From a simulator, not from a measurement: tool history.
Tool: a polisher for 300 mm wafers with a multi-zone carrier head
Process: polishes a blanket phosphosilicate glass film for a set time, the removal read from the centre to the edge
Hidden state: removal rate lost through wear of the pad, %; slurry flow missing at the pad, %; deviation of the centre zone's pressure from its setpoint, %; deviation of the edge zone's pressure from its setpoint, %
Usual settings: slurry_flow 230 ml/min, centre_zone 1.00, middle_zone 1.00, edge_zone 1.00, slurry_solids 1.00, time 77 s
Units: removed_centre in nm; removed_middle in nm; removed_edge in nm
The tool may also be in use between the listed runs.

run,hour,slurry_flow,centre_zone,middle_zone,edge_zone,slurry_solids,time,wafers since the last listed run,wafers polished on this pad,hours since the slurry nozzle was cleaned,hours since the centre zone pressure was calibrated,hours since the edge zone pressure was calibrated,hours since the carrier head's membrane was replaced,"incoming thickness of the incoming film, nm",removed_centre,removed_middle,removed_edge
1,0.0,230,1.00,1.00,1.00,1.00,77,0,483,661.1,1202.4,1172.1,1454.0,4482.8,433.5,449.5,450.9
2,7.0,230,1.00,1.00,1.00,1.00,77,52,536,668.1,1209.4,1179.1,1461.0,4380.0,449.3,444.3,440.0
# hour 16.4: carrier head's membrane replaced by a new one
3,23.3,230,1.00,1.00,1.00,1.00,77,84,620,684.4,1225.7,1195.4,6.9,4420.0,435.9,445.3,445.2
4,29.9,230,1.00,1.00,1.00,1.00,77,49,669,691.0,1232.3,1202.0,13.5,4550.0,434.7,445.1,448.6
# hour 38.1: worn pad replaced by a new one
5,46.5,230,1.00,1.00,1.00,1.00,77,94,62,707.6,1248.9,1218.6,30.1,4401.5,441.6,451.3,443.0
6,64.3,230,1.00,1.00,1.00,1.00,77,132,195,725.4,1266.7,1236.4,47.9,4482.2,449.6,453.5,441.2
7,71.4,230,1.00,1.00,1.08,1.00,77,53,248,732.5,1273.8,1243.5,55.0,4530.7,436.4,442.9,455.1
# hour 75.4: centre zone pressure recalibrated
8,83.9,230,1.06,0.89,1.00,1.00,77,78,327,745.0,8.5,1256.0,67.5,4448.0,459.6,409.0,441.3
9,95.5,230,1.00,1.00,0.96,1.00,77,86,413,756.6,20.1,1267.6,79.1,4511.4,431.7,449.4,443.0
10,110.2,230,1.00,1.00,1.00,1.00,77,109,523,771.3,34.8,1282.3,93.8,4378.6,427.4,445.4,438.2
# hour 123.5: worn pad replaced by a new one
11,124.0,230,1.00,1.00,1.00,1.00,77,73,3,785.1,48.6,1296.1,107.6,4540.4,428.2,439.6,444.8
12,129.6,230,1.00,1.00,1.00,1.00,77,41,45,790.7,54.2,1301.7,113.2,4370.3,428.9,439.6,434.3
13,142.6,230,0.89,0.88,1.00,1.00,77,97,142,803.7,67.2,1314.7,126.2,4447.0,375.7,392.5,448.5
14,149.7,230,1.00,1.00,1.00,1.00,77,53,195,810.8,74.3,1321.8,133.3,4376.5,431.6,435.6,438.7
15,167.3,210,1.00,1.00,1.00,1.20,94,131,327,828.4,91.9,1339.4,150.9,4435.3,554.5,564.1,572.8
# hour 169.6: edge zone pressure recalibrated
# hour 173.9: slurry nozzle cleaned
16,174.8,230,1.00,1.00,1.00,1.00,77,33,360,0.9,99.4,5.2,158.4,4524.3,474.5,487.1,473.6
17,188.3,190,0.93,1.08,1.00,1.00,69,100,461,14.4,112.9,18.7,171.9,4489.4,378.8,435.0,411.5
18,205.5,230,0.92,1.00,1.10,1.15,60,128,590,31.6,130.1,35.9,189.1,4357.5,354.4,394.5,409.5
# hour 218.4: worn pad replaced by a new one
19,221.3,230,1.10,1.08,1.00,1.00,77,88,21,47.4,145.9,51.7,204.9,4392.7,510.6,508.3,466.3
20,232.4,230,0.95,0.95,1.00,0.75,77,82,104,58.5,157.0,62.8,216.0,4392.1,375.2,390.2,404.5
21,245.3,230,0.89,1.00,1.00,1.00,77,96,201,71.4,169.9,75.7,228.9,4411.8,425.5,483.2,465.5

Hidden state at the last listed run before each entry between runs and at the first one after, where it differs:
Between runs 2 and 3: carrier head's membrane replaced by a new one (hour 16.4)
  slurry flow missing at the pad, %: 31.4 -> 32.1
  measured less the result without the state, removed_centre: -34.4 -> -34.6 nm; removed_middle: -30.4 -> -31.6 nm; removed_edge: -21.9 -> -22.9 nm
Between runs 4 and 5: worn pad replaced by a new one (hour 38.1)
  slurry flow missing at the pad, %: 32.4 -> 33.1
  measured less the result without the state, removed_centre: -35.1 -> -37.0 nm; removed_middle: -32.0 -> -33.6 nm; removed_edge: -23.5 -> -24.0 nm
Between runs 7 and 8: centre zone pressure recalibrated (hour 75.4)
  slurry flow missing at the pad, %: 34.3 -> 34.8
  measured less the result without the state, removed_centre: -38.6 -> -41.8 nm; removed_middle: -34.9 -> -33.0 nm; removed_edge: -26.0 -> -25.9 nm
Between runs 10 and 11: worn pad replaced by a new one (hour 123.5)
  slurry flow missing at the pad, %: 36 -> 36.6
  measured less the result without the state, removed_centre: -41.1 -> -42.5 nm; removed_middle: -38.1 -> -38.7 nm; removed_edge: -27.1 -> -28.3 nm
Between runs 15 and 16: edge zone pressure recalibrated (hour 169.6); slurry nozzle cleaned (hour 173.9)
  slurry flow missing at the pad, %: 38.6 -> 2.42
  measured less the result without the state, removed_centre: -67.1 -> -1.8 nm; removed_middle: -60.2 -> -1.7 nm; removed_edge: -43.5 -> -1.2 nm
Between runs 18 and 19: worn pad replaced by a new one (hour 218.4)
  slurry flow missing at the pad, %: 3.8 -> 4.51
  measured less the result without the state, removed_centre: -2.1 -> -3.8 nm; removed_middle: -2.2 -> -3.4 nm; removed_edge: -1.6 -> -2.3 nm
